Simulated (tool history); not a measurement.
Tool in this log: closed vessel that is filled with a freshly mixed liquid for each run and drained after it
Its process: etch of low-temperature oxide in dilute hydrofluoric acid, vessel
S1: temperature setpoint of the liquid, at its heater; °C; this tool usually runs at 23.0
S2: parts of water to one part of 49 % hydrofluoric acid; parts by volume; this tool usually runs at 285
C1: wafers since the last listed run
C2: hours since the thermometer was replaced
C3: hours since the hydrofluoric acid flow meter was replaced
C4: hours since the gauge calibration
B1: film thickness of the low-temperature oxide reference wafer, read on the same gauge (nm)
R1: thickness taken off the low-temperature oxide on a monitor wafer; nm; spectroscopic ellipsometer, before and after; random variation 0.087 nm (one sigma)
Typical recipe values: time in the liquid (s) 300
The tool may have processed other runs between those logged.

Run 1, hour 0.0: usual settings but S2 240 parts by volume; C1 0; C2 374.2; C3 1108.7; C4 391.2; B1 70.02. Result: R1 17.79 nm.
Run 2, hour 69.7: usual settings but S2 240 parts by volume; C1 4246; C2 443.9; C3 1178.4; C4 460.9; B1 70.00. Result: R1 17.91 nm.
Run 3, hour 101.7: usual settings but S2 240 parts by volume; C1 1949; C2 475.9; C3 1210.4; C4 492.9; B1 70.01. Result: R1 17.71 nm.
Run 4, hour 150.0: usual settings but S2 370 parts by volume; C1 2942; C2 524.2; C3 1258.7; C4 541.2; B1 70.04. Result: R1 10.29 nm.
Run 5, hour 220.3: usual settings but S2 370 parts by volume; C1 4283; C2 594.5; C3 1329.0; C4 611.5; B1 70.01. Result: R1 10.31 nm.
Run 6, hour 288.7: usual settings but S2 370 parts by volume; C1 4167; C2 662.9; C3 1397.4; C4 679.9; B1 69.96. Result: R1 10.44 nm.
At hour 292.7: gauge calibrated.
Run 7, hour 315.0: usual settings; C1 1602; C2 689.2; C3 1423.7; C4 22.3; B1 70.02. Result: R1 14.53 nm.
Run 8, hour 354.7: usual settings; C1 2418; C2 728.9; C3 1463.4; C4 62.0; B1 69.99. Result: R1 14.55 nm.
At hour 397.9: thermometer replaced.
Run 9, hour 411.5: usual settings; C1 3399; C2 13.6; C3 1520.2; C4 118.8; B1 69.99. Result: R1 14.00 nm.
Run 10, hour 480.4: usual settings but time in the liquid (s) 400; C1 4198; C2 82.5; C3 1589.1; C4 187.7; B1 70.01. Result: R1 18.84 nm.
Run 11, hour 527.1: usual settings but S1 25.5 °C, S2 355 parts by volume; C1 2845; C2 129.2; C3 1635.8; C4 234.4; B1 69.97. Result: R1 11.45 nm.

Expected results for the next run?
At hour 555.2: hydrofluoric acid flow meter replaced.
Run 12, hour 563.1: usual settings but S1 24.5 °C, S2 230 parts by volume, time in the liquid (s) 435; C1 2132; C2 165.2; C3 7.9; C4 270.4; B1 ?. Result: R1 ?.

{"run 12": {"B1": 69.99, "R1": 28.41}}
Without the tool's hidden state the same run would have given R1 28.12 nm.
